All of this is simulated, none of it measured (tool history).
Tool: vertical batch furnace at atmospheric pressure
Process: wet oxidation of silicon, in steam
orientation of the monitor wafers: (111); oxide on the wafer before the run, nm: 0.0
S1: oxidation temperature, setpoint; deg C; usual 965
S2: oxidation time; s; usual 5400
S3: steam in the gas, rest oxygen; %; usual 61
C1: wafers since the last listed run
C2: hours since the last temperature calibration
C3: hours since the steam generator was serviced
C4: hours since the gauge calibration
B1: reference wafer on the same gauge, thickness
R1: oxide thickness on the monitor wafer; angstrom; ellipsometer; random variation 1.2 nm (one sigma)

run,hour,S1,S2,S3,C1,C2,C3,C4,B1,R1
1,0,965,5400,61,0,621.2,2633,568.3,365.35,3696.2
2,44.4,965,5400,61,892,665.6,2677.4,612.7,366.19,3665.7
3,77.6,965,5400,61,667,698.8,2710.6,645.9,366.78,3702.2
4,106.3,965,5400,61,576,727.5,2739.3,674.6,367.1,3686.7
5,164,965,5400,61,1159,785.2,2797,732.3,367.27,3708
6,221,965,6150,61,1145,842.2,2854,789.3,368.32,4035.8
7,288.9,965,5400,61,1364,910.1,2921.9,857.2,368.73,3710.9
8,313.8,965,5400,61,500,935,2946.8,882.1,369.09,3728.4
9,340.1,965,5400,61,528,961.3,2973.1,908.4,369.03,3711.9
10,395.9,951,5400,58,1121,1017.1,3028.9,964.2,369.9,3255.3
11,420.4,965,5400,61,492,1041.6,3053.4,988.7,369.79,3710.9
12,478.8,965,5400,61,1173,1100,3111.8,1047.1,371.12,3743
13,515.3,971,5400,61,733,1136.5,3148.3,1083.6,370.86,3913.7
# hour 554.6: steam generator serviced
14,604.6,971,5400,61,1311,1225.8,50,1172.9,371.54,3899.2
15,650.5,971,5400,61,922,1271.7,95.9,1218.8,372.77,3940.9
# hour 658.2: gauge calibrated
16,719.7,951,5400,61,1390,1340.9,165.1,61.5,357.7,3228.9
17,774.5,955,5400,61,1100,1395.7,219.9,116.3,358.05,3338.8
18,840.8,965,5400,61,1331,1462,286.2,182.6,358.49,3638.1
19,885,983,6840,55,887,1506.2,330.4,226.8,359.09,4437.4
20,909.6,965,7620,61,494,1530.8,355,251.4,359.34,4547.4

The next listed run, before its measurement:
21,935.2,947,6900,70,514,1556.4,380.6,277,?,?

Run 21 gave B1 359.47, R1 4135.5 angstrom.
Without the tool's hidden state the same run would have given R1 4104.3 angstrom.

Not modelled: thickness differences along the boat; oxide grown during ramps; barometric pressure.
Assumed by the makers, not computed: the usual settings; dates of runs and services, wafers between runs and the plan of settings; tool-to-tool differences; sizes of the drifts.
